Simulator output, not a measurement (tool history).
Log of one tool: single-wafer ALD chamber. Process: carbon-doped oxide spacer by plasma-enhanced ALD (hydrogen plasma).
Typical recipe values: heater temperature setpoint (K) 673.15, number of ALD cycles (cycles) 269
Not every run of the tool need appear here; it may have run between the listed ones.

run	day	heater temperature setpoint (K)	number of ALD cycles (cycles)	read-back reference wafer on the same gauge, thickness_nm	mean film thickness on the monitor wafer (nm)
1	0	673.15	269	12.092	13.749
2	1.821	673.15	269	12.093	13.731
3	4.621	662.15	269	12.108	13.736
4	6.483	673.15	269	12.099	13.711
5	8.512	673.15	269	12.112	13.74
6	10.142	679.15	269	12.097	13.49
7	12.258	673.15	269	12.096	13.66
8	13.971	673.15	269	12.112	13.733
9	15.092	673.15	269	12.104	13.712
10	20.946	673.15	269	12.086	13.697
11	23.05	680.15	269	12.104	13.384
12	24.421	680.15	269	12.104	13.387
13	27.062	673.15	269	12.101	13.689
# day 27.433: thermocouple changed; heater temperature recalibrated
14	29.129	673.15	269	12.1	13.753
15	30.2	673.15	269	12.109	13.674
16	32.042	673.15	269	12.114	13.706
17	33.792	673.15	288	12.089	14.69
18	34.925	673.15	216	12.105	11.061
19	37.808	673.15	315	12.109	16.042
20	38.829	659.15	220	12.104	11.249
21	41.338	661.15	297	12.099	15.168
22	42.588	660.15	297	12.101	15.147
23	45.508	679.15	217	12.098	10.876
# day 46.35: gauge calibrated
24	47.142	669.15	269	12.093	13.693
25	51.338	660.15	321	12.104	16.404
26	52.583	666.15	248	12.111	12.608
27	55.183	659.15	255	12.101	13.018
28	56.321	663.15	300	12.1	15.267
29	58.671	673.15	269	12.094	13.726
30	61.038	673.15	269	12.11	13.761
31	62.308	686.15	223	12.103	10.898
32	65.208	673.15	269	12.095	13.713
33	66.946	659.15	222	12.099	11.342
34	68.404	673.15	269	12.084	13.719

3 ways to go on from here, each from the tool as it stands after run 34. What would each give?
A	68.438	673.15	269	?	?
B	68.438	661.15	226	?	?
C	68.438	680.15	296	?	?

run	read-back reference wafer on the same gauge, thickness_nm	mean film thickness on the monitor wafer (nm)
A	12.103	13.7
B	12.103	11.51
C	12.103	14.729
Had the tool no hidden state, the same runs would have come out as:
run	mean film thickness on the monitor wafer (nm)
A	13.7
B	11.51
C	14.729
